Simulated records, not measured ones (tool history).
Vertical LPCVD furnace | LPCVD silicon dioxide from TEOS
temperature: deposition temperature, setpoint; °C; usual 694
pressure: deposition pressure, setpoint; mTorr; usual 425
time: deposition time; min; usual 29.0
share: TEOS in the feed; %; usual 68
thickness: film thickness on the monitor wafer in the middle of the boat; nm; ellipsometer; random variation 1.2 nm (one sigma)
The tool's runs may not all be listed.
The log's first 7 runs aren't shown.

run    hour  temperature  pressure  time  share  read-back reference wafer on the same gauge, thickness  thickness
  8   304.2          694       455  29.0     57                                                  224.84     198.92
  9   359.6          694       455  29.0     57                                                  225.03     201.39
 10   406.7          700       425  29.0     68                                                  224.98     242.62
 11   450.6          700       425  29.0     68                                                  225.29     241.12
 12   480.7          694       425  24.0     68                                                  225.01     173.83
 13   509.8          694       320  23.5     58                                                  224.71     136.42
 14   571.4          705       425  22.0     60                                                  224.82     193.31
 15   620.0          694       425  38.0     57                                                  224.95     249.68
      671.3  -- pressure gauge zeroed
 16   673.7          704       350  29.0     62                                                  224.73     230.53
      685.9  -- gauge calibrated
 17   699.8          694       385  29.0     68                                                  225.01     200.51
 18   770.7          694       425  29.0     68                                                  224.72     208.73
 19   828.0          694       425  29.0     68                                                  225.27     211.01
 20   899.6          694       380  26.0     68                                                  225.22     177.36
      937.8  -- thermocouples replaced and temperature profile calibrated
 21   971.1          694       505  29.0     68                                                  224.81     227.88
 22  1025.3          694       425  29.0     68                                                  224.89     210.77
     1111.8  -- TEOS flow controller replaced
 23  1112.3          694       425  29.0     68                                                  224.93     210.34
 24  1140.7          682       425  29.0     68                                                  225.32     157.97
 25  1312.8          694       425  29.0     68                                                  224.60     208.95
 26  1343.7          694       425  29.0     68                                                  225.20     209.50
 27  1392.6          694       425  29.0     68                                                  225.21     210.63
 28  1449.5          694       530  29.0     68                                                  225.02     231.96
 29  1517.3          705       425  23.5     78                                                  224.99     236.37
 30  1541.8          694       330  29.0     68                                                  225.05     184.75

5 ways to go on from here, each from the tool as it stands after run 30. What would each give?
  A  1545.9          706       425  29.0     68                                                       ?          ?
  B  1545.9          694       360  29.0     68                                                       ?          ?
  C  1545.9          694       425  33.0     68                                                       ?          ?
  D  1545.9          694       340  29.0     73                                                       ?          ?
  E  1545.9          687       370  34.0     75                                                       ?          ?

run  read-back reference wafer on the same gauge, thickness  thickness
  A                                                  224.80     280.53
  B                                                  224.80     195.31
  C                                                  224.80     241.48
  D                                                  224.80     196.66
  E                                                  224.80     206.49
Without the tool's hidden state the same runs would have given:
run  thickness
  A     280.53
  B     195.31
  C     241.48
  D     196.66
  E     206.49
